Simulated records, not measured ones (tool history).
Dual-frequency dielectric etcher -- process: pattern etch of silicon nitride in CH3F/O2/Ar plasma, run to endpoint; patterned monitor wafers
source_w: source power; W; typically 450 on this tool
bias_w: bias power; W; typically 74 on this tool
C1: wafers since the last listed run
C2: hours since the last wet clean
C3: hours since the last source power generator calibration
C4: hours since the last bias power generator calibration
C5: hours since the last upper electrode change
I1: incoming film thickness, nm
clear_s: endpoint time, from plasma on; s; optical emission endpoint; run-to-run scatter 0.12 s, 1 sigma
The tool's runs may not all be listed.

run 1 day=0 | source_w=450 bias_w=78 | C1=0 C2=74.8 C3=4045.1 C4=4200 C5=2602.3 | I1=27.48 | clear_s=34.6
run 2 day=1.608 | source_w=450 bias_w=74 | C1=406 C2=113.4 C3=4083.7 C4=4238.6 C5=2640.9 | I1=27.52 | clear_s=35.6
-- day=4.767 upper electrode replaced, of another model than before
run 3 day=4.788 | source_w=450 bias_w=62 | C1=550 C2=189.7 C3=4160 C4=4314.9 C5=0.5 | I1=27.46 | clear_s=41.4
run 4 day=5.233 | source_w=450 bias_w=62 | C1=112 C2=200.4 C3=4170.7 C4=4325.6 C5=11.2 | I1=27.52 | clear_s=41.3
run 5 day=6.783 | source_w=450 bias_w=62 | C1=391 C2=237.6 C3=4207.9 C4=4362.8 C5=48.4 | I1=27.47 | clear_s=41.3
run 6 day=8.633 | source_w=450 bias_w=74 | C1=467 C2=282 C3=4252.3 C4=4407.2 C5=92.8 | I1=27.48 | clear_s=35.3
run 7 day=10.508 | source_w=450 bias_w=74 | C1=473 C2=327 C3=4297.3 C4=4452.2 C5=137.8 | I1=27.59 | clear_s=35.3
run 8 day=12.171 | source_w=450 bias_w=74 | C1=419 C2=366.9 C3=4337.2 C4=4492.1 C5=177.7 | I1=27.67 | clear_s=35.2
run 9 day=14.65 | source_w=370 bias_w=74 | C1=626 C2=426.4 C3=4396.7 C4=4551.6 C5=237.2 | I1=27.59 | clear_s=36.4
run 10 day=15.758 | source_w=370 bias_w=74 | C1=279 C2=453 C3=4423.3 C4=4578.2 C5=263.8 | I1=27.48 | clear_s=36.2
-- day=16.142 source power generator calibrated
run 11 day=18.196 | source_w=450 bias_w=74 | C1=573 C2=511.5 C3=49.3 C4=4636.7 C5=322.3 | I1=27.42 | clear_s=34.8
-- day=19.988 wet clean of the chamber
run 12 day=20.012 | source_w=410 bias_w=67 | C1=206 C2=0.6 C3=92.9 C4=4680.3 C5=365.9 | I1=27.37 | clear_s=39.9
run 13 day=21.95 | source_w=450 bias_w=74 | C1=489 C2=47.1 C3=139.4 C4=4726.8 C5=412.4 | I1=27.04 | clear_s=35.7
run 14 day=23.217 | source_w=450 bias_w=74 | C1=319 C2=77.5 C3=169.8 C4=4757.2 C5=442.8 | I1=27.67 | clear_s=36.3
run 15 day=25.908 | source_w=450 bias_w=87 | C1=679 C2=142.1 C3=234.4 C4=4821.8 C5=507.4 | I1=27.32 | clear_s=31.8
run 16 day=27.621 | source_w=550 bias_w=83 | C1=432 C2=183.2 C3=275.5 C4=4862.9 C5=548.5 | I1=27.3 | clear_s=31.7
run 17 day=29.967 | source_w=340 bias_w=87 | C1=592 C2=239.5 C3=331.8 C4=4919.2 C5=604.8 | I1=27.18 | clear_s=32.9
run 18 day=31.158 | source_w=450 bias_w=74 | C1=301 C2=268.1 C3=360.4 C4=4947.8 C5=633.4 | I1=27.72 | clear_s=36.2
run 19 day=34.025 | source_w=450 bias_w=74 | C1=724 C2=336.9 C3=429.2 C4=5016.6 C5=702.2 | I1=27.72 | clear_s=36
run 20 day=36.829 | source_w=520 bias_w=83 | C1=708 C2=404.2 C3=496.5 C4=5083.9 C5=769.5 | I1=27.29 | clear_s=31.4
-- day=40.375 bias power generator calibrated
-- day=40.762 wet clean of the chamber
run 21 day=44.008 | source_w=450 bias_w=74 | C1=1673 C2=77.9 C3=668.8 C4=87.2 C5=941.8 | I1=27.56 | clear_s=36.3
run 22 day=45.754 | source_w=450 bias_w=82 | C1=441 C2=119.8 C3=710.7 C4=129.1 C5=983.7 | I1=27.4 | clear_s=33.1
run 23 day=48.275 | source_w=540 bias_w=60 | C1=636 C2=180.3 C3=771.2 C4=189.6 C5=1044.2 | I1=27.3 | clear_s=41.4
run 24 day=50.408 | source_w=550 bias_w=74 | C1=538 C2=231.5 C3=822.4 C4=240.8 C5=1095.4 | I1=27.65 | clear_s=34.7
run 25 day=53.104 | source_w=450 bias_w=74 | C1=680 C2=296.2 C3=887.1 C4=305.5 C5=1160.1 | I1=27.28 | clear_s=35.4
run 26 day=55.329 | source_w=530 bias_w=86 | C1=562 C2=349.6 C3=940.5 C4=358.9 C5=1213.5 | I1=27.56 | clear_s=30.8
run 27 day=56.404 | source_w=490 bias_w=56 | C1=271 C2=375.4 C3=966.3 C4=384.7 C5=1239.3 | I1=27.38 | clear_s=44.7
run 28 day=61.529 | source_w=380 bias_w=79 | C1=1294 C2=498.4 C3=1089.3 C4=507.7 C5=1362.3 | I1=27.65 | clear_s=34.6
run 29 day=62.583 | source_w=450 bias_w=74 | C1=266 C2=523.7 C3=1114.6 C4=533 C5=1387.6 | I1=27.37 | clear_s=35
run 30 day=65.133 | source_w=450 bias_w=74 | C1=644 C2=584.9 C3=1175.8 C4=594.2 C5=1448.8 | I1=27.42 | clear_s=34.9
-- day=67.183 wet clean of the chamber
run 31 day=67.204 | source_w=560 bias_w=87 | C1=270 C2=0.5 C3=1225.5 C4=643.9 C5=1498.5 | I1=27.53 | clear_s=30.4
run 32 day=68.946 | source_w=380 bias_w=67 | C1=439 C2=42.3 C3=1267.3 C4=685.7 C5=1540.3 | I1=27.32 | clear_s=39.8
run 33 day=72.254 | source_w=530 bias_w=86 | C1=835 C2=121.7 C3=1346.7 C4=765.1 C5=1619.7 | I1=27.82 | clear_s=31.1
run 34 day=74.846 | source_w=450 bias_w=60 | C1=654 C2=183.9 C3=1408.9 C4=827.3 C5=1681.9 | I1=27.53 | clear_s=42.6

5 options for the next run, each taken on its own from the tool as it stands now. Forecast them:
run A day=74.862 | source_w=450 bias_w=74 | C1=4 C2=184.3 C3=1409.3 C4=827.7 C5=1682.3 | I1=27.43 | clear_s=?
run B day=74.862 | source_w=350 bias_w=74 | C1=4 C2=184.3 C3=1409.3 C4=827.7 C5=1682.3 | I1=27.43 | clear_s=?
run C day=74.862 | source_w=560 bias_w=57 | C1=4 C2=184.3 C3=1409.3 C4=827.7 C5=1682.3 | I1=27.43 | clear_s=?
run D day=74.862 | source_w=490 bias_w=80 | C1=4 C2=184.3 C3=1409.3 C4=827.7 C5=1682.3 | I1=27.43 | clear_s=?
run E day=74.862 | source_w=420 bias_w=65 | C1=4 C2=184.3 C3=1409.3 C4=827.7 C5=1682.3 | I1=27.43 | clear_s=?

run=A clear_s=35.3
run=B clear_s=36.8
run=C clear_s=42.6
run=D clear_s=32.7
run=E clear_s=39.8
What these runs would have given with no unlogged condition in the tool:
run=A clear_s=36
run=B clear_s=37.6
run=C clear_s=43.5
run=D clear_s=33.4
run=E clear_s=40.6

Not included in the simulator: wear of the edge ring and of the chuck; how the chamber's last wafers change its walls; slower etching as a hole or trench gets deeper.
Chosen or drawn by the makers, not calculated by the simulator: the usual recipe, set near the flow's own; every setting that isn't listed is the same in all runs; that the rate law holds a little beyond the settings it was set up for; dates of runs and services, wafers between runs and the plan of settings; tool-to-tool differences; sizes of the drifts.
